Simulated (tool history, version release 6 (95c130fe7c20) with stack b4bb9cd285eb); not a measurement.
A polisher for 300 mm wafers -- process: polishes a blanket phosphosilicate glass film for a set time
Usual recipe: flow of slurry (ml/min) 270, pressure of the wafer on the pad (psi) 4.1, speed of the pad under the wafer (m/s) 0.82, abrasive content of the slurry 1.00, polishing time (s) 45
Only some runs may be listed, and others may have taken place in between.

run     day  flow of slurry (ml/min)  pressure of the wafer on the pad (psi)  speed of the pad under the wafer (m/s)  abrasive content of the slurry  polishing time (s)  wafers since the last listed run  wafers polished on this pad  hours since the slurry nozzle was cleaned  hours since the head pressure was calibrated  hours since the slurry blender was calibrated  hours since the conditioning disc was replaced  incoming thickness of the incoming film, nm  film removed (nm)
  1   0.000                      270                                     4.1                                    0.82                            0.75                  45                                 0                         3233                                      646.5                                         316.7                                           23.9                                           317.5                                       2323.9              358.1
  2   2.200                      270                                     2.9                                    1.00                            1.00                  45                               505                         3739                                      699.3                                         369.5                                           76.7                                           370.3                                       2348.6              407.8
  3   5.092                      270                                     4.1                                    0.58                            1.00                  33                               664                         4403                                      768.7                                         438.9                                          146.1                                           439.7                                       2297.3              227.8
      6.812  -- worn pad replaced by a new one
  4   7.979                      270                                     4.1                                    0.82                            1.00                  45                               625                          268                                      838.0                                         508.2                                          215.4                                           509.0                                       2338.4              416.5
      8.625  -- conditioning disc replaced and pad reconditioned
      9.321  -- slurry nozzle cleaned
  5  10.467                      270                                     3.4                                    0.82                            0.75                  54                               542                          811                                       27.5                                         567.9                                          275.1                                            44.2                                       2301.7              371.3
  6  12.812                      360                                     5.3                                    0.82                            1.00                  57                               539                         1350                                       83.8                                         624.2                                          331.4                                           100.5                                       2344.7              631.0
  7  13.838                      185                                     4.1                                    0.60                            1.10                  40                               235                         1585                                      108.4                                         648.8                                          356.0                                           125.1                                       2320.5              289.2
  8  14.967                      195                                     2.7                                    0.94                            1.20                  45                               259                         1845                                      135.5                                         675.9                                          383.1                                           152.2                                       2382.3              386.3
  9  17.525                      270                                     4.1                                    0.82                            1.00                  45                               587                         2433                                      196.9                                         737.3                                          444.5                                           213.6                                       2343.5              417.9
 10  19.092                      270                                     5.0                                    0.74                            1.00                  45                               359                         2793                                      234.5                                         774.9                                          482.1                                           251.2                                       2332.1              428.0
     20.042  -- head pressure recalibrated
 11  21.517                      270                                     4.1                                    0.82                            1.00                  45                               538                         3331                                      292.7                                          35.4                                          540.3                                           309.4                                       2395.7              396.0
     22.450  -- slurry blender recalibrated
 12  23.075                      270                                     3.3                                    0.82                            0.90                  51                               338                         3670                                      330.1                                          72.8                                           15.0                                           346.8                                       2330.2              395.3
 13  25.458                      270                                     4.1                                    0.82                            1.00                  45                               547                         4217                                      387.3                                         130.0                                           72.2                                           404.0                                       2299.3              422.9
 14  27.600                      270                                     4.1                                    0.82                            1.00                  45                               492                         4709                                      438.7                                         181.4                                          123.6                                           455.4                                       2310.5              417.2
     29.379  -- worn pad replaced by a new one
 15  30.275                      270                                     5.0                                    0.74                            1.00                  45                               576                          206                                      502.9                                         245.6                                          187.8                                           519.6                                       2372.3              434.4
 16  32.729                      230                                     3.0                                    0.82                            1.10                  55                               563                          770                                      561.8                                         304.5                                          246.7                                           578.5                                       2353.9              444.2
     33.704  -- conditioning disc replaced and pad reconditioned
 17  35.379                      270                                     4.1                                    0.82                            1.00                  38                               589                         1359                                      625.4                                         368.1                                          310.3                                            40.2                                       2328.9              349.7
 18  37.000                      270                                     4.1                                    1.06                            1.20                  45                               372                         1732                                      664.3                                         407.0                                          349.2                                            79.1                                       2354.0              560.6
     43.308  -- slurry nozzle cleaned
 19  43.646                      205                                     4.1                                    0.82                            1.00                  45                              1517                         3249                                        8.1                                         566.5                                          508.7                                           238.6                                       2336.8              391.8
 20  44.954                      270                                     4.9                                    1.10                            1.10                  45                               300                         3550                                       39.5                                         597.9                                          540.1                                           270.0                                       2305.4              586.0
     45.425  -- head pressure recalibrated
 21  47.492                      190                                     4.1                                    0.94                            1.20                  45                               563                         4114                                      100.4                                          49.6                                          601.0                                           330.9                                       2373.5              478.9
     48.196  -- slurry blender recalibrated
 22  48.654                      270                                     5.0                                    0.74                            1.00                  45                               247                         4362                                      128.3                                          77.5                                           11.0                                           358.8                                       2331.2              440.6
 23  51.333                      270                                     4.1                                    0.82                            1.00                  57                               615                         4977                                      192.6                                         141.8                                           75.3                                           423.1                                       2340.8              527.7
 24  53.188                      270                                     5.2                                    0.82                            1.25                  45                               426                         5403                                      237.1                                         186.3                                          119.8                                           467.6                                       2299.5              543.5

Alternative continuations, all from the tool just after run 24; predict every row:
  A  53.204                      270                                     4.1                                    0.60                            1.00                  45                                 3                         5407                                      237.5                                         186.7                                          120.2                                           468.0                                       2365.0                  ?
  B  53.204                      215                                     4.5                                    0.92                            1.00                  45                                 3                         5407                                      237.5                                         186.7                                          120.2                                           468.0                                       2365.0                  ?
  C  53.204                      350                                     4.7                                    0.82                            1.10                  34                                 3                         5407                                      237.5                                         186.7                                          120.2                                           468.0                                       2365.0                  ?
  D  53.204                      270                                     4.1                                    0.82                            1.00                  52                                 3                         5407                                      237.5                                         186.7                                          120.2                                           468.0                                       2365.0                  ?
  E  53.204                      270                                     5.1                                    0.94                            1.15                  51                                 3                         5407                                      237.5                                         186.7                                          120.2                                           468.0                                       2365.0                  ?

run  film removed (nm)
  A              324.2
  B              471.9
  C              367.9
  D              481.0
  E              649.0
Had the tool no hidden state, the same runs would have come out as:
run  film removed (nm)
  A              327.4
  B              476.6
  C              371.3
  D              485.8
  E              654.9
